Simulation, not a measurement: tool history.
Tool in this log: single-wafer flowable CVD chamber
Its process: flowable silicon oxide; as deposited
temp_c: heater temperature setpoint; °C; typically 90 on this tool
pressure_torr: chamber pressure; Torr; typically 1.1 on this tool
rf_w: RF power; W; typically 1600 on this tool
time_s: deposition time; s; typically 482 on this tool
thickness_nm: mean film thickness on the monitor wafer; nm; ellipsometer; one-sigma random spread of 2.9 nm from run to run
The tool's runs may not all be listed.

| run | hour | temp_c | pressure_torr | rf_w | time_s | wafers since the last listed run | hours since the last thermocouple change | hours since the last RF generator calibration | hours since the last manometer calibration | hours since the showerhead was replaced | hours since the gauge calibration | read-back reference wafer on the same gauge, thickness_nm | thickness_nm |
|---|---|---|---|---|---|---|---|---|---|---|---|---|---|
| 1 | 0 | 90 | 1.1 | 1600 | 537 | 0 | 2895.6 | 785.1 | 2297.3 | 7388.7 | 301.8 | 609.951 | 616.622 |
| 2 | 18 | 90 | 1.1 | 1600 | 537 | 48 | 2913.6 | 803.1 | 2315.3 | 7406.7 | 319.8 | 610.027 | 622.939 |
| 3 | 26.9 | 90 | 1.1 | 1600 | 537 | 23 | 2922.5 | 812 | 2324.2 | 7415.6 | 328.7 | 609.464 | 613.704 |
| 4 | 44.6 | 90 | 1.18 | 1600 | 482 | 47 | 2940.2 | 829.7 | 2341.9 | 7433.3 | 346.4 | 610.72 | 586.96 |
| 5 | 59.2 | 90 | 1.18 | 1600 | 482 | 38 | 2954.8 | 844.3 | 2356.5 | 7447.9 | 361 | 609.041 | 591.346 |
|  | 72.4 | showerhead replaced |
| 6 | 72.9 | 90 | 1.1 | 1600 | 534 | 15 | 2968.5 | 858 | 2370.2 | 0.5 | 374.7 | 609.913 | 615.367 |
| 7 | 87.5 | 90 | 1.1 | 1600 | 534 | 38 | 2983.1 | 872.6 | 2384.8 | 15.1 | 389.3 | 609.098 | 609.466 |
|  | 98.3 | thermocouple changed; heater temperature recalibrated |
| 8 | 102.4 | 90 | 1.1 | 1600 | 534 | 18 | 4.1 | 887.5 | 2399.7 | 30 | 404.2 | 610.048 | 610.136 |
| 9 | 113.8 | 90 | 1.1 | 1600 | 482 | 30 | 15.5 | 898.9 | 2411.1 | 41.4 | 415.6 | 608.846 | 557.619 |
| 10 | 131.6 | 90 | 1.1 | 1600 | 482 | 47 | 33.3 | 916.7 | 2428.9 | 59.2 | 433.4 | 610.668 | 556.113 |
| 11 | 144.1 | 90 | 1.1 | 1600 | 482 | 33 | 45.8 | 929.2 | 2441.4 | 71.7 | 445.9 | 610.213 | 549.431 |
| 12 | 156 | 90 | 1.1 | 1675 | 482 | 31 | 57.7 | 941.1 | 2453.3 | 83.6 | 457.8 | 609.986 | 563.138 |
| 13 | 165.6 | 77 | 1.1 | 1360 | 482 | 25 | 67.3 | 950.7 | 2462.9 | 93.2 | 467.4 | 609.943 | 775.519 |
| 14 | 178.5 | 90 | 1.1 | 1600 | 534 | 34 | 80.2 | 963.6 | 2475.8 | 106.1 | 480.3 | 610.777 | 615.543 |
| 15 | 189.2 | 90 | 1.1 | 1600 | 482 | 28 | 90.9 | 974.3 | 2486.5 | 116.8 | 491 | 609.393 | 554.91 |
|  | 200.2 | RF generator calibrated |
| 16 | 200.7 | 76 | 1.1 | 1600 | 482 | 9 | 102.4 | 0.5 | 2498 | 128.3 | 502.5 | 610.716 | 862.095 |
| 17 | 217 | 90 | 1.29 | 1385 | 482 | 43 | 118.7 | 16.8 | 2514.3 | 144.6 | 518.8 | 609.454 | 584.402 |
| 18 | 230.1 | 90 | 1.1 | 1600 | 482 | 34 | 131.8 | 29.9 | 2527.4 | 157.7 | 531.9 | 610.32 | 555.954 |
| 19 | 237.7 | 101 | 1.1 | 1440 | 482 | 20 | 139.4 | 37.5 | 2535 | 165.3 | 539.5 | 610.189 | 343.922 |
| 20 | 248.5 | 100 | 1.23 | 1385 | 567 | 28 | 150.2 | 48.3 | 2545.8 | 176.1 | 550.3 | 610.589 | 453.202 |
|  | 261.5 | capacitance manometer re-zeroed and calibrated |
| 21 | 262 | 90 | 1.1 | 1600 | 482 | 14 | 163.7 | 61.8 | 0.5 | 189.6 | 563.8 | 609.27 | 554.34 |
| 22 | 272.1 | 90 | 1.1 | 1600 | 482 | 26 | 173.8 | 71.9 | 10.6 | 199.7 | 573.9 | 610.172 | 559.095 |
|  | 313 | gauge calibrated |
| 23 | 318.8 | 84 | 1.1 | 1600 | 482 | 124 | 220.5 | 118.6 | 57.3 | 246.4 | 5.8 | 609.641 | 680.785 |
| 24 | 327.7 | 103 | 1.34 | 1310 | 556 | 23 | 229.4 | 127.5 | 66.2 | 255.3 | 14.7 | 608.821 | 408.619 |
| 25 | 343.3 | 78 | 1.02 | 1600 | 417 | 41 | 245 | 143.1 | 81.8 | 270.9 | 30.3 | 610.15 | 665.412 |
| 26 | 353.3 | 90 | 1.1 | 1600 | 550 | 26 | 255 | 153.1 | 91.8 | 280.9 | 40.3 | 609.841 | 630.932 |
| 27 | 359.8 | 86 | 1.1 | 1600 | 482 | 17 | 261.5 | 159.6 | 98.3 | 287.4 | 46.8 | 609.908 | 629.922 |
| 28 | 369.2 | 90 | 1.1 | 1600 | 519 | 25 | 270.9 | 169 | 107.7 | 296.8 | 56.2 | 610.212 | 598.17 |
| 29 | 401.8 | 90 | 1.1 | 1600 | 482 | 87 | 303.5 | 201.6 | 140.3 | 329.4 | 88.8 | 610.8 | 550.936 |
| 30 | 414.8 | 97 | 1.19 | 1885 | 412 | 34 | 316.5 | 214.6 | 153.3 | 342.4 | 101.8 | 609.658 | 414.599 |

Alternative continuations, all from the tool just after run 30; predict every row:
| A | 415.3 | 90 | 1.1 | 1350 | 482 | 1 | 317 | 215.1 | 153.8 | 342.9 | 102.3 | ? | ? |
| B | 415.3 | 82 | 1.1 | 1325 | 455 | 1 | 317 | 215.1 | 153.8 | 342.9 | 102.3 | ? | ? |
| C | 415.3 | 90 | 1.1 | 1365 | 482 | 1 | 317 | 215.1 | 153.8 | 342.9 | 102.3 | ? | ? |

| run | read-back reference wafer on the same gauge, thickness_nm | thickness_nm |
|---|---|---|
| A | 609.393 | 502.03 |
| B | 609.393 | 612.957 |
| C | 609.393 | 506.451 |
Without the tool's hidden state the same runs would have given:
| run | thickness_nm |
|---|---|
| A | 502.03 |
| B | 612.957 |
| C | 506.451 |
